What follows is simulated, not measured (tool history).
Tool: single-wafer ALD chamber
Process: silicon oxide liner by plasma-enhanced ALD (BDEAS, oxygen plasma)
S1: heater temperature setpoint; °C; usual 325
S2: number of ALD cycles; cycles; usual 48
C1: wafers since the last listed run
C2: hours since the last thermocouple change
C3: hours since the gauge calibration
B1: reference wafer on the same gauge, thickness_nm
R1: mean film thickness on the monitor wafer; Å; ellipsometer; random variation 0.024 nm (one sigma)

run,hour,S1,S2,C1,C2,C3,B1,R1
1,0.0,325,54,0,969.2,153.8,4.232,50.18
2,23.3,325,48,185,992.5,177.1,4.245,44.89
3,45.5,325,48,176,1014.7,199.3,4.240,45.06
4,58.3,337,48,101,1027.5,212.1,4.252,44.02
5,76.6,319,48,145,1045.8,230.4,4.246,45.36
6,109.6,325,48,262,1078.8,263.4,4.251,45.23
7,142.7,330,48,263,1111.9,296.5,4.266,44.74
8,172.8,325,44,239,1142.0,326.6,4.267,41.44
9,200.0,325,44,216,1169.2,353.8,4.267,41.47
10,232.9,325,44,261,1202.1,386.7,4.275,41.35
11,256.2,336,46,185,1225.4,410.0,4.278,42.85
12,286.0,336,46,237,1255.2,439.8,4.287,42.59
13,334.6,336,46,386,1303.8,488.4,4.290,43.34
14,362.7,321,53,223,1331.9,516.5,4.307,50.35
15,385.9,329,48,184,1355.1,539.7,4.304,45.10
# hour 388.2: gauge calibrated
# hour 409.5: thermocouple changed; heater temperature recalibrated
16,410.0,329,48,128,0.5,21.8,4.230,44.45
17,434.4,329,48,194,24.9,46.2,4.230,44.44
18,459.4,313,45,198,49.9,71.2,4.230,42.96
19,489.4,332,48,238,79.9,101.2,4.240,44.19
20,582.9,331,44,743,173.4,194.7,4.263,41.04
21,600.5,325,48,139,191.0,212.3,4.252,45.00
22,624.5,313,51,190,215.0,236.3,4.263,48.81
23,648.7,325,48,192,239.2,260.5,4.265,45.44
24,661.8,316,44,104,252.3,273.6,4.264,42.17
25,674.1,340,48,97,264.6,285.9,4.268,44.28
26,687.6,331,48,107,278.1,299.4,4.267,44.94
27,704.4,325,48,133,294.9,316.2,4.273,45.10
28,733.6,325,48,232,324.1,345.4,4.266,45.22
29,749.0,330,54,122,339.5,360.8,4.282,50.08
30,779.1,325,48,239,369.6,390.9,4.289,45.52
31,813.3,338,48,271,403.8,425.1,4.290,44.36
32,836.3,315,43,182,426.8,448.1,4.290,41.05
33,863.5,319,55,216,454.0,475.3,4.301,52.85
34,893.2,325,48,236,483.7,505.0,4.313,45.34
35,924.8,337,52,251,515.3,536.6,4.308,48.47
36,940.0,325,41,120,530.5,551.8,4.319,39.18

Hidden state at the last listed run before each entry between runs and at the first one after, where it differs:
Between runs 15 and 16: gauge calibrated (hour 388.2); thermocouple changed; heater temperature recalibrated (hour 409.5)
  gauge reads high (%): 2.22 -> 0.314
  measured less the result without the state, R1: +0.98 -> +0.14 Å
